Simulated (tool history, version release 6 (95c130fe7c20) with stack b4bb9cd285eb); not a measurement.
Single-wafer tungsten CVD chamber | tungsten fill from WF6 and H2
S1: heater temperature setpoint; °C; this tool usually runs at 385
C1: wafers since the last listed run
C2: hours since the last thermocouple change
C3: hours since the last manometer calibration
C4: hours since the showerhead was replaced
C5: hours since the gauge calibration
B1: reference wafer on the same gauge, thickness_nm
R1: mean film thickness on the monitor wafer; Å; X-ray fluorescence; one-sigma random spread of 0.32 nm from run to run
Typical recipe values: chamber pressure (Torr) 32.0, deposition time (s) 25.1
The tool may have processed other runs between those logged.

Run 1, hour 0.0: usual settings; C1 0; C2 1616.5; C3 997.9; C4 3286.0; C5 636.8; B1 44.263. Result: R1 559.42 Å.
Run 2, hour 69.0: usual settings but S1 379 °C; C1 2099; C2 1685.5; C3 1066.9; C4 3355.0; C5 705.8; B1 44.147. Result: R1 494.58 Å.
Run 3, hour 108.9: usual settings but S1 379 °C; C1 1214; C2 1725.4; C3 1106.8; C4 3394.9; C5 745.7; B1 44.131. Result: R1 488.81 Å.
At hour 139.3: gauge calibrated.
Run 4, hour 165.2: usual settings but S1 379 °C; C1 1713; C2 1781.7; C3 1163.1; C4 3451.2; C5 25.9; B1 44.196. Result: R1 490.64 Å.
Run 5, hour 205.2: usual settings but S1 389 °C; C1 1217; C2 1821.7; C3 1203.1; C4 3491.2; C5 65.9; B1 44.209. Result: R1 618.61 Å.
Run 6, hour 258.4: usual settings but S1 389 °C; C1 1618; C2 1874.9; C3 1256.3; C4 3544.4; C5 119.1; B1 44.144. Result: R1 618.05 Å.
Run 7, hour 305.4: usual settings but S1 393 °C; C1 1430; C2 1921.9; C3 1303.3; C4 3591.4; C5 166.1; B1 44.130. Result: R1 673.49 Å.
Run 8, hour 353.1: usual settings but S1 393 °C; C1 1451; C2 1969.6; C3 1351.0; C4 3639.1; C5 213.8; B1 44.207. Result: R1 674.55 Å.
Run 9, hour 378.1: usual settings but S1 393 °C; C1 760; C2 1994.6; C3 1376.0; C4 3664.1; C5 238.8; B1 44.237. Result: R1 677.89 Å.
Run 10, hour 436.0: usual settings but deposition time (s) 23.0; C1 1761; C2 2052.5; C3 1433.9; C4 3722.0; C5 296.7; B1 44.154. Result: R1 524.97 Å.
Run 11, hour 474.6: usual settings but deposition time (s) 23.0; C1 1174; C2 2091.1; C3 1472.5; C4 3760.6; C5 335.3; B1 44.327. Result: R1 514.99 Å.
Run 12, hour 613.5: usual settings but deposition time (s) 23.0; C1 4226; C2 2230.0; C3 1611.4; C4 3899.5; C5 474.2; B1 44.153. Result: R1 518.41 Å.
Run 13, hour 649.1: usual settings; C1 1083; C2 2265.6; C3 1647.0; C4 3935.1; C5 509.8; B1 44.130. Result: R1 573.40 Å.
Run 14, hour 691.1: usual settings; C1 1277; C2 2307.6; C3 1689.0; C4 3977.1; C5 551.8; B1 44.235. Result: R1 572.48 Å.
Run 15, hour 715.8: usual settings; C1 751; C2 2332.3; C3 1713.7; C4 4001.8; C5 576.5; B1 44.156. Result: R1 572.41 Å.
At hour 774.1: showerhead replaced.
Run 16, hour 774.6: usual settings; C1 1545; C2 2391.1; C3 1772.5; C4 0.5; C5 635.3; B1 44.253. Result: R1 573.26 Å.
Run 17, hour 825.7: usual settings; C1 1554; C2 2442.2; C3 1823.6; C4 51.6; C5 686.4; B1 44.219. Result: R1 575.18 Å.
Run 18, hour 852.2: usual settings but S1 372 °C, chamber pressure (Torr) 25.0, deposition time (s) 22.1; C1 806; C2 2468.7; C3 1850.1; C4 78.1; C5 712.9; B1 44.218. Result: R1 327.46 Å.
Run 19, hour 884.2: usual settings; C1 973; C2 2500.7; C3 1882.1; C4 110.1; C5 744.9; B1 44.273. Result: R1 573.15 Å.
Run 20, hour 918.1: usual settings but S1 393 °C; C1 1031; C2 2534.6; C3 1916.0; C4 144.0; C5 778.8; B1 44.247. Result: R1 679.92 Å.
At hour 956.6: gauge calibrated.
Run 21, hour 985.9: usual settings but chamber pressure (Torr) 39.4; C1 2062; C2 2602.4; C3 1983.8; C4 211.8; C5 29.3; B1 44.232. Result: R1 634.05 Å.
At hour 1009.9: thermocouple changed; heater temperature recalibrated.
At hour 1048.8: capacitance manometer re-zeroed and calibrated.
Run 22, hour 1049.3: usual settings but S1 380 °C, chamber pressure (Torr) 37.6, deposition time (s) 22.9; C1 1442; C2 39.4; C3 0.5; C4 275.2; C5 92.7; B1 44.172. Result: R1 480.22 Å.
Run 23, hour 1085.8: usual settings but chamber pressure (Torr) 25.4, deposition time (s) 29.3; C1 1110; C2 75.9; C3 37.0; C4 311.7; C5 129.2; B1 44.239. Result: R1 556.09 Å.
Run 24, hour 1125.5: usual settings but S1 371 °C, chamber pressure (Torr) 28.7, deposition time (s) 28.1; C1 1207; C2 115.6; C3 76.7; C4 351.4; C5 168.9; B1 44.085. Result: R1 413.96 Å.
Run 25, hour 1178.4: usual settings; C1 1609; C2 168.5; C3 129.6; C4 404.3; C5 221.8; B1 44.127. Result: R1 540.93 Å.
Run 26, hour 1226.4: usual settings but S1 400 °C, chamber pressure (Torr) 25.0; C1 1460; C2 216.5; C3 177.6; C4 452.3; C5 269.8; B1 44.230. Result: R1 658.29 Å.
Run 27, hour 1283.1: usual settings but chamber pressure (Torr) 34.5; C1 1725; C2 273.2; C3 234.3; C4 509.0; C5 326.5; B1 44.256. Result: R1 573.39 Å.
Run 28, hour 1352.2: usual settings but S1 393 °C, deposition time (s) 29.0; C1 2102; C2 342.3; C3 303.4; C4 578.1; C5 395.6; B1 44.146. Result: R1 763.89 Å.
Run 29, hour 1410.0: usual settings but chamber pressure (Torr) 26.7; C1 1758; C2 400.1; C3 361.2; C4 635.9; C5 453.4; B1 44.165. Result: R1 494.79 Å.
Run 30, hour 1472.4: usual settings but S1 390 °C, chamber pressure (Torr) 25.1, deposition time (s) 20.7; C1 1898; C2 462.5; C3 423.6; C4 698.3; C5 515.8; B1 44.190. Result: R1 443.71 Å.
Run 31, hour 1497.3: usual settings but S1 391 °C, chamber pressure (Torr) 24.8, deposition time (s) 22.5; C1 757; C2 487.4; C3 448.5; C4 723.2; C5 540.7; B1 44.282. Result: R1 488.65 Å.
Run 32, hour 1523.3: usual settings but chamber pressure (Torr) 26.4; C1 791; C2 513.4; C3 474.5; C4 749.2; C5 566.7; B1 44.178. Result: R1 499.88 Å.
Run 33, hour 1561.4: usual settings; C1 1159; C2 551.5; C3 512.6; C4 787.3; C5 604.8; B1 44.187. Result: R1 551.07 Å.
Run 34, hour 1591.5: usual settings; C1 915; C2 581.6; C3 542.7; C4 817.4; C5 634.9; B1 44.244. Result: R1 546.97 Å.

Hidden state or all else? Some run-to-run changes of R1, split into what the settings, what came in and random variation would give without the hidden state, and what is left for the hidden state (with any gauge scatter that isn't in both results):
Hidden state at play: wafer temperature above the value expected at the setpoint (K); true pressure above the setpoint (%); gauge reads high (%).
Run 17 -> 18: S1 385 -> 372, chamber pressure (Torr) 32.0 -> 25.0, deposition time (s) 25.1 -> 22.1. R1 -247.72 Å: hidden state -10.54, all else -237.18.
Run 18 -> 19: S1 372 -> 385, chamber pressure (Torr) 25.0 -> 32.0, deposition time (s) 22.1 -> 25.1. R1 +245.69 Å: hidden state +11.15, all else +234.54.
Run 21 -> 22: S1 385 -> 380, chamber pressure (Torr) 39.4 -> 37.6, deposition time (s) 25.1 -> 22.9, thermocouple changed; heater temperature recalibrated, capacitance manometer re-zeroed and calibrated. R1 -153.83 Å: hidden state -33.41, all else -120.42.
Run 28 -> 29: S1 393 -> 385, chamber pressure (Torr) 32.0 -> 26.7, deposition time (s) 29.0 -> 25.1. R1 -269.10 Å: hidden state -0.20, all else -268.90.
